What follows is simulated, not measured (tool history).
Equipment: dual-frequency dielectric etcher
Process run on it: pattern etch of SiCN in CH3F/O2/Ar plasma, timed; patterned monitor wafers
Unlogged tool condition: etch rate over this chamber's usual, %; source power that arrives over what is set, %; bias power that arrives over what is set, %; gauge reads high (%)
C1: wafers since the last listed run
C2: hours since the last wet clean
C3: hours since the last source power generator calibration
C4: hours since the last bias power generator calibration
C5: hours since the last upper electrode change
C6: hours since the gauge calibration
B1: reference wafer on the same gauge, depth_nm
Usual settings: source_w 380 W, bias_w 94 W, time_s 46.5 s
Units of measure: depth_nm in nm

Run 1, hour 0.0: usual settings but time_s 38.5 s; C1 0; C2 260.8; C3 1412.3; C4 3214.8; C5 4085.7; C6 424.0; B1 22.02. Result: depth_nm 15.77 nm.
Run 2, hour 21.2: usual settings but bias_w 79 W, time_s 50.0 s; C1 227; C2 282.0; C3 1433.5; C4 3236.0; C5 4106.9; C6 445.2; B1 21.99. Result: depth_nm 19.28 nm.
Run 3, hour 47.0: usual settings but bias_w 79 W, time_s 50.0 s; C1 276; C2 307.8; C3 1459.3; C4 3261.8; C5 4132.7; C6 471.0; B1 21.98. Result: depth_nm 19.24 nm.
Run 4, hour 73.2: usual settings; C1 280; C2 334.0; C3 1485.5; C4 3288.0; C5 4158.9; C6 497.2; B1 22.03. Result: depth_nm 19.04 nm.
Run 5, hour 92.4: usual settings; C1 205; C2 353.2; C3 1504.7; C4 3307.2; C5 4178.1; C6 516.4; B1 22.03. Result: depth_nm 18.91 nm.
At hour 105.8: bias power generator calibrated.
At hour 149.0: upper electrode replaced.
Run 6, hour 149.5: usual settings; C1 311; C2 410.3; C3 1561.8; C4 43.7; C5 0.5; C6 573.5; B1 22.00. Result: depth_nm 18.86 nm.
Run 7, hour 149.8: usual settings; C1 3; C2 410.6; C3 1562.1; C4 44.0; C5 0.8; C6 573.8; B1 22.01. Result: depth_nm 18.94 nm.
Run 8, hour 173.6: usual settings but bias_w 100 W; C1 254; C2 434.4; C3 1585.9; C4 67.8; C5 24.6; C6 597.6; B1 22.00. Result: depth_nm 19.52 nm.
At hour 202.4: wet clean of the chamber.
Run 9, hour 202.9: usual settings; C1 56; C2 0.5; C3 1615.2; C4 97.1; C5 53.9; C6 626.9; B1 21.98. Result: depth_nm 18.94 nm.
Run 10, hour 220.7: usual settings but source_w 340 W, bias_w 108 W, time_s 60.5 s; C1 190; C2 18.3; C3 1633.0; C4 114.9; C5 71.7; C6 644.7; B1 21.95. Result: depth_nm 24.16 nm.
Run 11, hour 244.2: usual settings but source_w 420 W, bias_w 103 W, time_s 42.5 s; C1 251; C2 41.8; C3 1656.5; C4 138.4; C5 95.2; C6 668.2; B1 21.97. Result: depth_nm 18.83 nm.
Run 12, hour 260.5: usual settings but source_w 450 W, bias_w 88 W, time_s 36.5 s; C1 174; C2 58.1; C3 1672.8; C4 154.7; C5 111.5; C6 684.5; B1 22.02. Result: depth_nm 15.95 nm.
Run 13, hour 275.5: usual settings; C1 160; C2 73.1; C3 1687.8; C4 169.7; C5 126.5; C6 699.5; B1 22.03. Result: depth_nm 18.80 nm.
Run 14, hour 287.8: usual settings; C1 131; C2 85.4; C3 1700.1; C4 182.0; C5 138.8; C6 711.8; B1 21.99. Result: depth_nm 18.92 nm.
Run 15, hour 313.3: usual settings but time_s 36.5 s; C1 273; C2 110.9; C3 1725.6; C4 207.5; C5 164.3; C6 737.3; B1 22.03. Result: depth_nm 14.84 nm.

Expected results for the next run?
Run 16, hour 335.5: usual settings but source_w 410 W, bias_w 117 W, time_s 38.0 s; C1 237; C2 133.1; C3 1747.8; C4 229.7; C5 186.5; C6 759.5; B1 ?. Result: depth_nm ?.

B1: 22.00
depth_nm: 17.37 nm
The same run, on a tool lacking any hidden state, would have yielded depth_nm 17.91 nm.
